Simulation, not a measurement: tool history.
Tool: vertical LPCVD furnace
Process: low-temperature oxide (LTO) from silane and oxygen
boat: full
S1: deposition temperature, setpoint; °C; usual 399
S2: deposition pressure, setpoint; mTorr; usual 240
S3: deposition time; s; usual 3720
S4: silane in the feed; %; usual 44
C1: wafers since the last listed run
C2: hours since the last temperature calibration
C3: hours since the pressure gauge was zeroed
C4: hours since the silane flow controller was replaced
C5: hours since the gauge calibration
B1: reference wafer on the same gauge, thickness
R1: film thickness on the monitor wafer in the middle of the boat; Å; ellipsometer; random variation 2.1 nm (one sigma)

Run 1, hour 0.0: usual settings; C1 0; C2 1931.1; C3 4199.9; C4 4898.7; C5 984.9; B1 706.88. Result: R1 7329.5 Å.
At hour 39.1: silane flow controller replaced.
Run 2, hour 39.6: usual settings; C1 222; C2 1970.7; C3 4239.5; C4 0.5; C5 1024.5; B1 706.46. Result: R1 7304.4 Å.
Run 3, hour 58.5: usual settings but S3 3360 s; C1 269; C2 1989.6; C3 4258.4; C4 19.4; C5 1043.4; B1 707.18. Result: R1 6593.7 Å.
Run 4, hour 81.0: usual settings but S3 3360 s; C1 321; C2 2012.1; C3 4280.9; C4 41.9; C5 1065.9; B1 707.30. Result: R1 6611.3 Å.
Run 5, hour 108.9: usual settings but S3 3360 s; C1 398; C2 2040.0; C3 4308.8; C4 69.8; C5 1093.8; B1 706.94. Result: R1 6646.4 Å.
Run 6, hour 126.0: usual settings but S1 403 °C; C1 244; C2 2057.1; C3 4325.9; C4 86.9; C5 1110.9; B1 706.83. Result: R1 7660.6 Å.
Run 7, hour 158.5: usual settings but S1 403 °C; C1 464; C2 2089.6; C3 4358.4; C4 119.4; C5 1143.4; B1 706.79. Result: R1 7693.6 Å.
Run 8, hour 172.7: usual settings; C1 202; C2 2103.8; C3 4372.6; C4 133.6; C5 1157.6; B1 706.43. Result: R1 7333.7 Å.
Run 9, hour 194.1: usual settings but S1 408 °C, S3 4770 s, S4 36 %; C1 305; C2 2125.2; C3 4394.0; C4 155.0; C5 1179.0; B1 706.67. Result: R1 8167.2 Å.
Run 10, hour 213.2: usual settings but S4 50 %; C1 272; C2 2144.3; C3 4413.1; C4 174.1; C5 1198.1; B1 707.62. Result: R1 8265.8 Å.
Run 11, hour 242.0: usual settings but S1 408 °C; C1 411; C2 2173.1; C3 4441.9; C4 202.9; C5 1226.9; B1 707.19. Result: R1 8058.4 Å.
At hour 255.5: gauge calibrated.
Run 12, hour 275.0: usual settings; C1 471; C2 2206.1; C3 4474.9; C4 235.9; C5 19.5; B1 707.02. Result: R1 7320.6 Å.
Run 13, hour 301.1: usual settings but S1 393 °C, S2 185 mTorr, S3 3000 s; C1 372; C2 2232.2; C3 4501.0; C4 262.0; C5 45.6; B1 706.66. Result: R1 4301.7 Å.
At hour 333.1: pressure gauge zeroed.
Run 14, hour 336.7: usual settings but S2 190 mTorr; C1 165; C2 2267.8; C3 3.6; C4 297.6; C5 81.2; B1 706.75. Result: R1 5827.7 Å.
Run 15, hour 359.6: usual settings but S1 407 °C, S2 265 mTorr, S4 37 %; C1 327; C2 2290.7; C3 26.5; C4 320.5; C5 104.1; B1 707.46. Result: R1 7235.4 Å.
Run 16, hour 393.9: usual settings but S4 49 %; C1 489; C2 2325.0; C3 60.8; C4 354.8; C5 138.4; B1 707.10. Result: R1 8151.9 Å.
Run 17, hour 423.2: usual settings; C1 418; C2 2354.3; C3 90.1; C4 384.1; C5 167.7; B1 706.52. Result: R1 7350.8 Å.
Run 18, hour 437.3: usual settings but S3 2490 s, S4 48 %; C1 201; C2 2368.4; C3 104.2; C4 398.2; C5 181.8; B1 706.90. Result: R1 5346.1 Å.
Run 19, hour 477.3: usual settings; C1 571; C2 2408.4; C3 144.2; C4 438.2; C5 221.8; B1 707.76. Result: R1 7339.5 Å.
Run 20, hour 494.7: usual settings but S2 190 mTorr, S3 4530 s; C1 248; C2 2425.8; C3 161.6; C4 455.6; C5 239.2; B1 706.70. Result: R1 7078.9 Å.
At hour 534.1: thermocouples replaced and temperature profile calibrated.
Run 21, hour 534.6: usual settings; C1 227; C2 0.5; C3 201.5; C4 495.5; C5 279.1; B1 707.09. Result: R1 7083.8 Å.
Run 22, hour 590.8: usual settings but S1 390 °C, S3 4560 s; C1 802; C2 56.7; C3 257.7; C4 551.7; C5 335.3; B1 706.24. Result: R1 7894.4 Å.
Run 23, hour 623.8: usual settings; C1 471; C2 89.7; C3 290.7; C4 584.7; C5 368.3; B1 707.25. Result: R1 7134.2 Å.
Run 24, hour 657.7: usual settings; C1 484; C2 123.6; C3 324.6; C4 618.6; C5 402.2; B1 706.95. Result: R1 7078.0 Å.
Run 25, hour 693.7: usual settings but S2 275 mTorr, S3 4740 s; C1 514; C2 159.6; C3 360.6; C4 654.6; C5 438.2; B1 706.38. Result: R1 10437.2 Å.
Run 26, hour 710.2: usual settings but S1 390 °C; C1 235; C2 176.1; C3 377.1; C4 671.1; C5 454.7; B1 706.71. Result: R1 6436.0 Å.
Run 27, hour 726.8: usual settings but S1 408 °C, S3 4770 s, S4 36 %; C1 237; C2 192.7; C3 393.7; C4 687.7; C5 471.3; B1 707.00. Result: R1 7945.7 Å.
Run 28, hour 753.3: usual settings; C1 378; C2 219.2; C3 420.2; C4 714.2; C5 497.8; B1 706.83. Result: R1 7121.2 Å.
Run 29, hour 788.0: usual settings but S2 290 mTorr; C1 495; C2 253.9; C3 454.9; C4 748.9; C5 532.5; B1 706.26. Result: R1 8622.8 Å.
Run 30, hour 808.4: usual settings but S1 392 °C; C1 291; C2 274.3; C3 475.3; C4 769.3; C5 552.9; B1 707.04. Result: R1 6634.4 Å.
Run 31, hour 844.0: usual settings but S3 4560 s; C1 508; C2 309.9; C3 510.9; C4 804.9; C5 588.5; B1 707.32. Result: R1 8737.2 Å.
Run 32, hour 864.1: usual settings but S4 42 %; C1 287; C2 330.0; C3 531.0; C4 825.0; C5 608.6; B1 707.09. Result: R1 6788.3 Å.

Forecast each of these 3 alternatives for the next run:
Run A, hour 869.4: usual settings but S4 39 %; C1 75; C2 335.3; C3 536.3; C4 830.3; C5 613.9; B1 ?. Result: R1 ?.
Run B, hour 869.4: usual settings but S3 2880 s; C1 75; C2 335.3; C3 536.3; C4 830.3; C5 613.9; B1 ?. Result: R1 ?.
Run C, hour 869.4: usual settings but S1 392 °C, S2 255 mTorr, S4 50 %; C1 75; C2 335.3; C3 536.3; C4 830.3; C5 613.9; B1 ?. Result: R1 ?.

run      B1      R1
  A  707.08  6198.4
  B  707.08  5508.7
  C  707.08  7938.8
Without the tool's hidden state the same runs would have given:
run      R1
  A  6133.7
  B  5453.3
  C  7860.5
